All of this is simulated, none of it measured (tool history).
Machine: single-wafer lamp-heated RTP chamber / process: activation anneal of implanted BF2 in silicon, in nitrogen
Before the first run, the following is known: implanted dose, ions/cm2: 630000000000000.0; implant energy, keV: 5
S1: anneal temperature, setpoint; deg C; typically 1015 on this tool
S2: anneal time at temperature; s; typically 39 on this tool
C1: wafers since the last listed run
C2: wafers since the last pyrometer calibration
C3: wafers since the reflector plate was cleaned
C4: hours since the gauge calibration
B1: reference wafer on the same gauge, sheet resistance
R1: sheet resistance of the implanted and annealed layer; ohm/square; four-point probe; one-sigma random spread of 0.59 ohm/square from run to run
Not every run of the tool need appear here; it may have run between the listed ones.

run	hour	S1	S2	C1	C2	C3	C4	B1	R1
1	0	1015	39	0	2801	9355	32.8	221.98	260.56
2	12.5	1015	39	134	2936	9489	45.3	221.99	260.35
3	21.5	1015	39	96	3033	9586	54.3	222.02	259.45
4	38.4	1015	39	181	3214	9767	71.2	222.01	259.58
5	82.1	1015	39	469	3684	10237	114.9	222.02	257.3
6	92.6	1015	39	112	3797	10350	125.4	222	259.15
7	100.5	1029	51	84	3882	10435	133.3	221.98	222.37
8	117.4	1015	39	181	4063	10617	150.2	221.92	258.61
9	128.9	1015	39	123	4187	10740	161.7	221.98	258.4
10	146.4	1004	22	188	4375	10928	179.2	222.03	296.23
11	156.9	1004	22	112	4488	11041	189.7	222	295.46
# hour 164.7: gauge calibrated
12	167.6	1004	22	115	4603	11156	2.9	221.91	296
13	176.1	1039	47	91	4694	11248	11.4	222.05	210.56
14	183.3	1015	39	77	4772	11325	18.6	221.97	256.55
15	200.1	1005	61	180	4952	11505	35.4	221.94	252.12
16	213.4	1045	30	142	5095	11648	48.7	221.96	220.44
# hour 227.4: pyrometer window cleaned and pyrometer calibrated
17	227.9	1015	39	69	5	11718	63.2	222.09	261.88

Run 18 comes next. What will it give?
# hour 245.4: reflector plate cleaned
18	245.9	1015	39	107	113	5	81.2	?	?

B1: 221.96
R1: 268.62 ohm/square
Had the tool carried no hidden state, the very same run would have given R1 270.99 ohm/square.
